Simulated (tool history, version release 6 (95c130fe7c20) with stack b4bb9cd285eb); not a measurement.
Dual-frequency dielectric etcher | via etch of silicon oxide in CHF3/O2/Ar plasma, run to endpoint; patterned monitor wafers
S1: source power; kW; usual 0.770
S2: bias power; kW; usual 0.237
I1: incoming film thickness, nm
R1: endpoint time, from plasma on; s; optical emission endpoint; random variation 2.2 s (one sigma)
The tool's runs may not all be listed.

Run 1, hour 0.0: usual settings; I1 626.5. Result: R1 260.7 s.
Run 2, hour 26.2: usual settings; I1 624.7. Result: R1 262.5 s.
At hour 53.2: source power generator calibrated.
Run 3, hour 87.1: usual settings; I1 626.1. Result: R1 259.8 s.
Run 4, hour 136.5: usual settings; I1 620.6. Result: R1 256.6 s.
Run 5, hour 206.2: usual settings; I1 620.2. Result: R1 258.9 s.
Run 6, hour 416.9: usual settings but S2 0.280 kW; I1 623.2. Result: R1 244.0 s.
At hour 484.6: wet clean of the chamber.
Run 7, hour 485.1: usual settings but S2 0.280 kW; I1 630.2. Result: R1 254.1 s.
Run 8, hour 538.6: usual settings; I1 628.8. Result: R1 273.0 s.
Run 9, hour 612.7: usual settings; I1 625.5. Result: R1 275.4 s.
Run 10, hour 710.3: usual settings; I1 627.0. Result: R1 274.9 s.
Run 11, hour 758.4: usual settings; I1 627.3. Result: R1 275.0 s.
At hour 843.9: bias power generator calibrated.
Run 12, hour 860.2: usual settings; I1 624.0. Result: R1 271.1 s.
Run 13, hour 940.1: usual settings but S1 0.860 kW; I1 626.2. Result: R1 261.2 s.
At hour 1040.8: wet clean of the chamber, repeated, since the last time left the tool worse.
Run 14, hour 1041.3: usual settings; I1 623.5. Result: R1 260.2 s.
Run 15, hour 1080.5: usual settings; I1 625.8. Result: R1 263.0 s.
At hour 1174.5: upper electrode replaced.
Run 16, hour 1175.0: usual settings; I1 630.1. Result: R1 257.1 s.
Run 17, hour 1235.9: usual settings; I1 617.3. Result: R1 256.2 s.
Run 18, hour 1334.6: usual settings but S2 0.211 kW; I1 618.0. Result: R1 272.7 s.
Run 19, hour 1380.0: usual settings but S1 0.640 kW, S2 0.210 kW; I1 620.0. Result: R1 297.4 s.
Run 20, hour 1444.3: usual settings but S1 0.870 kW, S2 0.192 kW; I1 618.1. Result: R1 266.8 s.
At hour 1516.4: wet clean of the chamber.
Run 21, hour 1532.2: usual settings but S1 0.620 kW, S2 0.190 kW; I1 619.9. Result: R1 311.6 s.
Run 22, hour 1581.6: usual settings but S1 0.640 kW; I1 618.7. Result: R1 282.6 s.
Run 23, hour 1654.2: usual settings but S2 0.188 kW; I1 626.1. Result: R1 289.7 s.
Run 24, hour 1737.7: usual settings but S2 0.257 kW; I1 631.1. Result: R1 260.1 s.
Run 25, hour 1799.5: usual settings; I1 620.6. Result: R1 258.0 s.
Run 26, hour 1876.6: usual settings; I1 625.1. Result: R1 259.0 s.
Run 27, hour 1963.3: usual settings; I1 627.4. Result: R1 268.1 s.
Run 28, hour 2006.6: usual settings; I1 629.7. Result: R1 271.7 s.
At hour 2044.1: source power generator calibrated.
Run 29, hour 2086.6: usual settings but S1 0.720 kW, S2 0.288 kW; I1 623.8. Result: R1 247.4 s.
At hour 2125.4: wet clean of the chamber.
Run 30, hour 2170.2: usual settings but S1 0.940 kW, S2 0.200 kW; I1 624.0. Result: R1 254.8 s.
Run 31, hour 2244.9: usual settings but S2 0.212 kW; I1 628.8. Result: R1 275.4 s.
Run 32, hour 2288.1: usual settings; I1 622.9. Result: R1 259.3 s.
Run 33, hour 2385.3: usual settings but S1 0.850 kW, S2 0.272 kW; I1 621.4. Result: R1 232.6 s.
Run 34, hour 2483.2: usual settings; I1 626.3. Result: R1 265.1 s.
Run 35, hour 2613.1: usual settings but S1 0.700 kW, S2 0.259 kW; I1 627.3. Result: R1 264.2 s.
At hour 2672.9: wet clean of the chamber.
Run 36, hour 2673.4: usual settings but S2 0.219 kW; I1 618.7. Result: R1 264.9 s.

Measured less the same run without the tool's hidden state. The same run-to-run variation is in both; the gauge's scatter may not be:
The hidden state here: etch rate over this chamber's usual, %; source power that arrives over what is set, %; bias power that arrives over what is set, %.
run     R1
  1   +0.1
  2   +0.4
  3   +1.1
  4   +1.6
  5   +2.4
  6   +4.5
  7  +11.4
  8  +12.9
  9  +13.9
 10  +15.0
 11  +15.6
 12  +16.6
 13  +16.9
 14   +0.5
 15   +0.9
 16   +2.0
 17   +2.6
 18   +3.9
 19   +4.9
 20   +5.1
 21   -0.1
 22   +0.5
 23   +1.5
 24   +2.3
 25   +3.0
 26   +3.8
 27   +4.9
 28   +5.5
 29   +5.9
 30   +0.0
 31   +0.9
 32   +1.3
 33   +2.2
 34   +3.6
 35   +5.1
 36   +0.2

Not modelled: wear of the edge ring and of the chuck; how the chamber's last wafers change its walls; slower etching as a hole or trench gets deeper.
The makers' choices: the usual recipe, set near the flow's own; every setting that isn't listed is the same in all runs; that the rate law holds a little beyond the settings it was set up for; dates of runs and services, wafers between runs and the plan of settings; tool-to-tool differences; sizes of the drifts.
